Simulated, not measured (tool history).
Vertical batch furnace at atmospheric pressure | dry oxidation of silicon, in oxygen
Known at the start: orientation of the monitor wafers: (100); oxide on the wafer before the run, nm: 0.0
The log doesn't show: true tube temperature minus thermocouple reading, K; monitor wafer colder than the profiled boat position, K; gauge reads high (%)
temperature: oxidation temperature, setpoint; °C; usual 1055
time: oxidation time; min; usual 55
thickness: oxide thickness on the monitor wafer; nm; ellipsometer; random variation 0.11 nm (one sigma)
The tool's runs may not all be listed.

run   hour  temperature  time  wafers since the last listed run  hours since the last temperature calibration  hours since the boat lift was adjusted  hours since the gauge calibration  read-back reference wafer on the same gauge, thickness  thickness
  1      0         1039    55                                 0                                        2794.4                                  2977.4                              190.7                                                   70.89      62.22
       5.7  -- gauge calibrated
  2   11.9         1039    55                               225                                        2806.3                                  2989.3                                6.2                                                    70.9      62.26
  3   26.5         1063  49.5                               276                                        2820.9                                  3003.9                               20.8                                                    70.9      70.86
  4   42.5         1063  49.5                               303                                        2836.9                                  3019.9                               36.8                                                   70.88      71.21
  5   59.2         1063  49.5                               316                                        2853.6                                  3036.6                               53.5                                                   70.88      71.07
  6   71.3         1072  36.5                               229                                        2865.7                                  3048.7                               65.6                                                   70.89      63.13
  7   85.5         1072  36.5                               269                                        2879.9                                  3062.9                               79.8                                                   70.91      63.16
  8   95.6         1072  36.5                               191                                          2890                                    3073                               89.9                                                   70.89       63.2
     121.4  -- thermocouples replaced and temperature profile calibrated
     138.3  -- boat lift adjusted
  9  138.8         1044    38                                43                                          17.4                                     0.5                              133.1                                                   70.91      51.56
 10  143.2         1044    38                                83                                          21.8                                     4.9                              137.5                                                    70.9      51.47
 11  147.6         1071    73                                83                                          26.2                                     9.3                              141.9                                                   70.89       96.9
 12    152         1055    55                                83                                          30.6                                    13.7                              146.3                                                   70.89      71.06
 13  156.4         1077    55                                83                                            35                                    18.1                              150.7                                                   70.89      84.74
 14    163         1055    55                               125                                          41.6                                    24.7                              157.3                                                   70.89       71.3
 15  170.5         1070  28.5                               142                                          49.1                                    32.2                              164.8                                                   70.91      53.43
 16  177.8         1055  46.5                               138                                          56.4                                    39.5                              172.1                                                    70.9      64.12
     185.7  -- gauge calibrated
 17  195.9         1055  69.5                               343                                          74.5                                    57.6                               10.2                                                    70.9       82.8
 18  205.1         1055    55                               174                                          83.7                                    66.8                               19.4                                                   70.88      71.27
 19  222.5         1070    47                               329                                         101.1                                    84.2                               36.8                                                   70.91      72.64
 20  237.2         1038    71                               278                                         115.8                                    98.9                               51.5                                                   70.92      72.64
 21  251.3         1055  35.5                               267                                         129.9                                     113                               65.6                                                    70.9      54.01

Hidden state at the last listed run before each entry between runs and at the first one after, where it differs:
Between runs 1 and 2: gauge calibrated (hour 5.7)
  no hidden state differs between the two runs
Between runs 8 and 9: thermocouples replaced and temperature profile calibrated (hour 121.4); boat lift adjusted (hour 138.3)
  no hidden state differs between the two runs
Between runs 16 and 17: gauge calibrated (hour 185.7)
  no hidden state differs between the two runs
